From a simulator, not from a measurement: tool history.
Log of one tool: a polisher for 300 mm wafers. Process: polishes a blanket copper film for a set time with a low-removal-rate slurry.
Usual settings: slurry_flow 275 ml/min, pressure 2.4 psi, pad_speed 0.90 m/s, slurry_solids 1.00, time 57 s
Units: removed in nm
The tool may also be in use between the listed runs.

run	hour	slurry_flow	pressure	pad_speed	slurry_solids	time	incoming thickness of the incoming film, nm	removed
1	0.0	275	2.4	0.90	1.05	57	1272.8	120.0
# hour 43.9: slurry nozzle cleaned
2	102.8	275	2.4	0.90	0.85	57	1289.2	123.8
3	160.5	275	2.4	0.90	0.85	57	1283.8	121.6
4	251.9	275	2.4	0.90	0.85	57	1269.0	122.8
# hour 256.8: slurry blender recalibrated
5	336.6	275	2.4	0.70	1.00	57	1297.8	101.0
6	373.1	210	2.4	0.90	0.95	57	1289.1	122.7
# hour 442.0: worn pad replaced by a new one, of another model than before
7	461.6	275	2.4	0.90	1.00	57	1294.3	125.4
8	549.1	275	2.4	0.90	1.00	57	1286.5	126.2
9	613.3	275	2.4	0.90	0.85	57	1280.2	121.9
# hour 618.9: head pressure recalibrated
# hour 623.6: slurry nozzle cleaned
10	652.7	275	2.4	0.90	1.00	57	1300.0	128.8
11	731.7	275	2.4	1.08	0.80	57	1287.1	137.5
12	828.5	275	2.4	0.90	1.00	57	1301.2	124.8
13	904.2	275	2.7	1.00	1.00	76	1303.1	197.9
14	1008.6	335	2.4	0.70	1.00	39	1299.5	72.3
# hour 1013.5: slurry blender recalibrated
15	1101.8	275	2.4	0.90	0.85	57	1298.8	118.7
16	1150.0	275	2.4	0.90	0.75	57	1294.4	118.2
# hour 1202.8: worn pad replaced by a new one
17	1234.1	275	2.4	0.90	1.00	57	1290.7	125.4
# hour 1249.9: head pressure recalibrated
# hour 1383.6: slurry nozzle cleaned
18	1554.2	275	2.4	0.66	0.90	65	1271.1	117.2
19	1627.6	345	2.4	0.76	1.00	44	1297.4	87.8
20	1672.6	275	2.4	0.62	0.85	57	1260.9	99.4
# hour 1753.5: slurry blender recalibrated
21	1769.7	275	1.9	0.90	1.00	57	1266.4	111.4
# hour 1869.7: worn pad replaced by a new one
22	1870.2	275	2.4	0.90	1.00	57	1304.5	122.5
# hour 1996.2: head pressure recalibrated
# hour 2087.4: slurry nozzle cleaned
23	2088.1	275	2.2	0.90	1.00	57	1289.6	120.6
24	2172.3	275	2.4	0.90	1.00	57	1276.7	125.6
25	2211.1	275	2.4	1.08	1.20	57	1312.8	143.0
26	2285.8	275	2.4	0.90	1.00	47	1268.4	106.1
27	2365.6	195	2.4	0.78	1.00	43	1280.4	85.9
28	2407.4	195	2.4	0.74	1.00	44	1315.4	84.4
29	2453.4	275	2.4	0.90	1.00	57	1285.6	125.9

Forecast each of these 5 alternatives for the next run:
A	2453.8	275	2.4	0.90	1.00	57	1276.9	?
B	2453.8	275	2.1	0.90	0.75	57	1276.9	?
C	2453.8	355	2.4	0.90	1.00	57	1276.9	?
D	2453.8	350	1.7	1.16	0.75	57	1276.9	?
E	2453.8	240	2.4	0.90	1.00	72	1276.9	?

run	removed
A	124.6
B	108.7
C	126.1
D	114.6
E	156.5
Without the tool's hidden state the same runs would have given:
run	removed
A	125.6
B	109.6
C	126.9
D	115.4
E	157.7

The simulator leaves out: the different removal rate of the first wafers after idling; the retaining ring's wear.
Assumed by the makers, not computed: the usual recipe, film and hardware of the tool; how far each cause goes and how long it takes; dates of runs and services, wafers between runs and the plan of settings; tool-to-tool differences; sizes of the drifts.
